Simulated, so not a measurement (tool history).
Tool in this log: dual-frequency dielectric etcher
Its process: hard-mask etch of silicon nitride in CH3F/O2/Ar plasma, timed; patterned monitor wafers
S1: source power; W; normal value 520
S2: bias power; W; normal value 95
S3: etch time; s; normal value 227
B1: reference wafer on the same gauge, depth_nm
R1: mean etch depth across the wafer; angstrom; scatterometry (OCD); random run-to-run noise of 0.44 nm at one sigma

run     day   S1   S2     S3     B1    R1
  1       0  460   95    227  226.5  1933
  2     1.8  520   90    227  226.5  1959
  3   3.467  520   95    227  226.3  2020
  4   5.188  520   95    227  226.2  2029
  5   7.862  520   95    227  226.3  2024
     11.371  -- wet clean of the chamber
  6  11.392  520   95    227  225.8  2015
  7  13.629  520   75    227    226  1760
  8  15.712  440   80    227  225.7  1715
  9  16.712  520   95    227  225.8  2022
 10  18.162  520  112  169.5  225.9  1647
 11  19.842  520   95    227  225.7  2016
     22.396  -- upper electrode replaced
 12  22.729  520  118    227  225.7  2259
 13  24.721  520   95    227  225.5  2013
 14  27.246  520   95    227  225.6  2016
 15    28.6  520   95    252  225.5  2233
 16  30.704  620  113    227  225.6  2362
     32.304  -- wet clean of the chamber
 17  32.325  520   79    227  225.5  1816
 18  34.258  520   95  181.5  225.4  1611
     38.625  -- gauge calibrated
     40.158  -- bias power generator calibrated
 19  40.396  520  119    227  228.2  2304
     42.279  -- source power generator calibrated
 20  42.808  520   95    227  227.7  2036
 21  45.762  590   95  198.5  227.3  1867
 22  47.592  520   95    227    227  2025
     54.904  -- wet clean of the chamber
 23  55.275  550   95    202  226.3  1842
 24  56.279  520   95    227  226.2  2025
 25   59.15  460   76    227  225.9  1694

Predict the results of run 26:
 26  60.35  640  95  227   ?   ?

{"run 26": {"B1": 226.1, "R1": 2184}}
Without the tool's hidden state the same run would have given R1 2203 angstrom.
